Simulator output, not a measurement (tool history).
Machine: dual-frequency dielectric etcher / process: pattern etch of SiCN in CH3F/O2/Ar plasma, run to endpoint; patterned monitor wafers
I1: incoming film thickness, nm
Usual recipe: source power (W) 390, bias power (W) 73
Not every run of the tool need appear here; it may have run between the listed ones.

{"run": 1, "hour": 0.0, "source power (W)": 440, "bias power (W)": 85, "I1": 8.48, "endpoint time (s)": 20.2}
{"run": 2, "hour": 17.2, "source power (W)": 390, "bias power (W)": 73, "I1": 8.55, "endpoint time (s)": 22.5}
{"run": 3, "hour": 32.4, "source power (W)": 390, "bias power (W)": 73, "I1": 8.53, "endpoint time (s)": 22.3}
{"run": 4, "hour": 55.0, "source power (W)": 390, "bias power (W)": 73, "I1": 8.48, "endpoint time (s)": 22}
{"run": 5, "hour": 69.7, "source power (W)": 390, "bias power (W)": 73, "I1": 8.48, "endpoint time (s)": 22.3}
{"run": 6, "hour": 84.5, "source power (W)": 390, "bias power (W)": 73, "I1": 8.58, "endpoint time (s)": 22.4}
{"run": 7, "hour": 111.7, "source power (W)": 390, "bias power (W)": 73, "I1": 8.55, "endpoint time (s)": 22.4}
{"run": 8, "hour": 142.6, "source power (W)": 390, "bias power (W)": 64, "I1": 8.45, "endpoint time (s)": 22.5}
{"run": 9, "hour": 157.9, "source power (W)": 390, "bias power (W)": 64, "I1": 8.55, "endpoint time (s)": 22.9}
{"run": 10, "hour": 174.8, "source power (W)": 390, "bias power (W)": 73, "I1": 8.51, "endpoint time (s)": 22.3}
{"run": 11, "hour": 225.3, "source power (W)": 390, "bias power (W)": 73, "I1": 8.4, "endpoint time (s)": 21.6}
{"run": 12, "hour": 245.6, "source power (W)": 330, "bias power (W)": 73, "I1": 8.6, "endpoint time (s)": 24.7}
{"run": 13, "hour": 263.0, "source power (W)": 390, "bias power (W)": 73, "I1": 8.54, "endpoint time (s)": 21.7}
{"run": 14, "hour": 288.4, "source power (W)": 420, "bias power (W)": 90, "I1": 8.51, "endpoint time (s)": 19.8}
{"run": 15, "hour": 323.5, "source power (W)": 470, "bias power (W)": 85, "I1": 8.38, "endpoint time (s)": 18.7}
{"hour": 382.4, "done": "wet clean of the chamber"}
{"run": 16, "hour": 382.9, "source power (W)": 420, "bias power (W)": 83, "I1": 8.53, "endpoint time (s)": 21.1}
{"run": 17, "hour": 383.2, "source power (W)": 450, "bias power (W)": 64, "I1": 8.43, "endpoint time (s)": 21.6}
{"run": 18, "hour": 391.1, "source power (W)": 390, "bias power (W)": 73, "I1": 8.55, "endpoint time (s)": 23.2}
{"run": 19, "hour": 419.3, "source power (W)": 390, "bias power (W)": 63, "I1": 8.49, "endpoint time (s)": 23.4}
{"hour": 438.2, "done": "source power generator calibrated"}
{"run": 20, "hour": 439.7, "source power (W)": 480, "bias power (W)": 73, "I1": 8.43, "endpoint time (s)": 20.5}
{"hour": 455.7, "done": "bias power generator calibrated"}
{"hour": 531.8, "done": "upper electrode replaced"}
{"run": 21, "hour": 532.3, "source power (W)": 430, "bias power (W)": 83, "I1": 8.53, "endpoint time (s)": 20.9}
{"run": 22, "hour": 612.6, "source power (W)": 390, "bias power (W)": 73, "I1": 8.55, "endpoint time (s)": 22.5}
{"run": 23, "hour": 632.5, "source power (W)": 420, "bias power (W)": 64, "I1": 8.56, "endpoint time (s)": 22.2}
{"run": 24, "hour": 657.6, "source power (W)": 390, "bias power (W)": 73, "I1": 8.43, "endpoint time (s)": 22.3}
{"run": 25, "hour": 673.5, "source power (W)": 420, "bias power (W)": 81, "I1": 8.58, "endpoint time (s)": 21.1}

Run-by-run hidden state of the tool:
source power that arrives over what is set, %: 0 in every run
bias power that arrives over what is set, %: 0 in every run
H1: etch rate over this chamber's usual, %
run=1 H1=1.23
run=2 H1=1.42
run=3 H1=1.58
run=4 H1=1.82
run=5 H1=1.98
run=6 H1=2.13
run=7 H1=2.42
run=8 H1=2.75
run=9 H1=2.92
run=10 H1=3.1
run=11 H1=3.63
run=12 H1=3.85
run=13 H1=4.04
run=14 H1=4.31
run=15 H1=4.68
run=16 H1=-1.22
run=17 H1=-1.21
run=18 H1=-1.13
run=19 H1=-0.828
run=20 H1=-0.611
run=21 H1=0.376
run=22 H1=1.23
run=23 H1=1.44
run=24 H1=1.71
run=25 H1=1.88
